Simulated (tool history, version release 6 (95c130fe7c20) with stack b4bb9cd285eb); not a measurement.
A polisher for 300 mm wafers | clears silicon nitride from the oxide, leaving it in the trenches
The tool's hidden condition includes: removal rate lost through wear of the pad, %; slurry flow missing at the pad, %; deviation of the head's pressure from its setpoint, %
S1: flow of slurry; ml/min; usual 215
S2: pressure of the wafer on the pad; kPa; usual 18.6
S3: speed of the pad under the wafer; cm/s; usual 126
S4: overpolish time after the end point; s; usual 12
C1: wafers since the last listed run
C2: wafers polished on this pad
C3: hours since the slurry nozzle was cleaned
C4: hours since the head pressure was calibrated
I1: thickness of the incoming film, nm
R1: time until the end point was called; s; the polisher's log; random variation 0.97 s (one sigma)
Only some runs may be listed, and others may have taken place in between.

Run 1, hour 0: usual settings; C1 0; C2 327; C3 711.6; C4 550.1; I1 130.4. Result: R1 107.4 s.
Run 2, hour 77.8: usual settings; C1 856; C2 1183; C3 789.4; C4 627.9; I1 129.2. Result: R1 105.7 s.
At hour 144.7: slurry nozzle cleaned.
Run 3, hour 145.9: usual settings but S1 260 ml/min, S3 140 cm/s; C1 738; C2 1922; C3 1.2; C4 696; I1 129.8. Result: R1 94 s.
Run 4, hour 262.1: usual settings but S1 260 ml/min, S3 140 cm/s; C1 1279; C2 3202; C3 117.4; C4 812.2; I1 128.1. Result: R1 93.4 s.
Run 5, hour 316.8: usual settings but S1 260 ml/min, S3 140 cm/s; C1 602; C2 3804; C3 172.1; C4 866.9; I1 130.5. Result: R1 94.4 s.
At hour 406.2: worn pad replaced by a new one.
Run 6, hour 415.5: usual settings; C1 1042; C2 102; C3 270.8; C4 965.6; I1 129.6. Result: R1 107.3 s.
Run 7, hour 483.5: usual settings; C1 748; C2 851; C3 338.8; C4 1033.6; I1 131.3. Result: R1 108.1 s.
Run 8, hour 544.5: usual settings but S1 235 ml/min; C1 671; C2 1522; C3 399.8; C4 1094.6; I1 131.9. Result: R1 110.3 s.
Run 9, hour 618.6: usual settings but S1 235 ml/min; C1 815; C2 2338; C3 473.9; C4 1168.7; I1 131.1. Result: R1 108 s.
Run 10, hour 712.5: usual settings but S1 235 ml/min; C1 1033; C2 3372; C3 567.8; C4 1262.6; I1 129.1. Result: R1 110.5 s.
At hour 796.6: head pressure recalibrated.
Run 11, hour 817.9: usual settings; C1 1138; C2 4511; C3 673.2; C4 21.3; I1 130.5. Result: R1 104.7 s.
At hour 865.3: worn pad replaced by a new one, of another model than before.
Run 12, hour 891.1: usual settings; C1 761; C2 284; C3 746.4; C4 94.5; I1 132.5. Result: R1 107.7 s.
At hour 916: slurry nozzle cleaned.
Run 13, hour 990: usual settings; C1 1078; C2 1362; C3 74; C4 193.4; I1 129.8. Result: R1 104.4 s.
Run 14, hour 1051.3: usual settings; C1 674; C2 2037; C3 135.3; C4 254.7; I1 131.1. Result: R1 106.8 s.
Run 15, hour 1088.7: usual settings; C1 411; C2 2449; C3 172.7; C4 292.1; I1 129. Result: R1 103.4 s.
Run 16, hour 1147.4: usual settings but S2 16.5 kPa; C1 646; C2 3095; C3 231.4; C4 350.8; I1 129.7. Result: R1 117.8 s.
Run 17, hour 1206.1: usual settings but S1 160 ml/min; C1 646; C2 3741; C3 290.1; C4 409.5; I1 129.5. Result: R1 119.7 s.
Run 18, hour 1300.3: usual settings; C1 1037; C2 4779; C3 384.3; C4 503.7; I1 129.9. Result: R1 106.6 s.
At hour 1345.3: worn pad replaced by a new one.
Run 19, hour 1402.1: usual settings but S2 16.5 kPa, S3 108 cm/s, S4 17 s; C1 1076; C2 625; C3 486.1; C4 605.5; I1 131. Result: R1 134.4 s.
Run 20, hour 1630.8: usual settings; C1 2518; C2 3143; C3 714.8; C4 834.2; I1 130.6. Result: R1 106.4 s.
Run 21, hour 1718.1: usual settings; C1 961; C2 4104; C3 802.1; C4 921.5; I1 128.5. Result: R1 107 s.
At hour 1722.9: slurry nozzle cleaned.
Run 22, hour 1774.8: usual settings but S1 270 ml/min; C1 613; C2 4717; C3 51.9; C4 978.2; I1 131.7. Result: R1 106.1 s.
Run 23, hour 1823.1: usual settings but S1 165 ml/min, S2 24.8 kPa, S3 86 cm/s, S4 18 s; C1 531; C2 5249; C3 100.2; C4 1026.5; I1 130.3. Result: R1 117.4 s.
At hour 1832.3: worn pad replaced by a new one.
Run 24, hour 1876.4: usual settings; C1 542; C2 486; C3 153.5; C4 1079.8; I1 128.4. Result: R1 106.8 s.
Run 25, hour 1967.3: usual settings but S1 175 ml/min, S2 15.9 kPa, S3 140 cm/s; C1 1000; C2 1487; C3 244.4; C4 1170.7; I1 128.9. Result: R1 127.3 s.
Run 26, hour 2003.9: usual settings but S1 260 ml/min, S3 112 cm/s, S4 7 s; C1 403; C2 1890; C3 281; C4 1207.3; I1 130.3. Result: R1 115.1 s.
Run 27, hour 2089.9: usual settings but S1 280 ml/min, S2 22.8 kPa, S4 14 s; C1 946; C2 2836; C3 367; C4 1293.3; I1 129.5. Result: R1 87 s.
At hour 2188.4: head pressure recalibrated.
Run 28, hour 2189.5: usual settings but S3 148 cm/s; C1 1074; C2 3911; C3 466.6; C4 1.1; I1 129.6. Result: R1 92.2 s.
At hour 2236.2: worn pad replaced by a new one.
Run 29, hour 2239.5: usual settings but S2 22.1 kPa; C1 506; C2 36; C3 516.6; C4 51.1; I1 130.5. Result: R1 90.3 s.

Measured minus without-hidden-state, run by run (identical run-to-run variation in each term; gauge scatter may differ):
run    R1
  1  +0.6
  2  +0.9
  3  +0.9
  4  +1.3
  5  +1.6
  6  +2.3
  7  +2.7
  8  +3.1
  9  +3.4
 10  +4.2
 11    -1
 12  -1.5
 13  -1.3
 14  -1.3
 15  -1.2
 16  -1.1
 17  -0.9
 18  -0.5
 19  -0.1
 20  +1.2
 21  +1.8
 22  +2.3
 23  +2.8
 24    +3
 25  +4.6
 26  +4.5
 27  +4.1
 28  -0.4
 29  -0.3
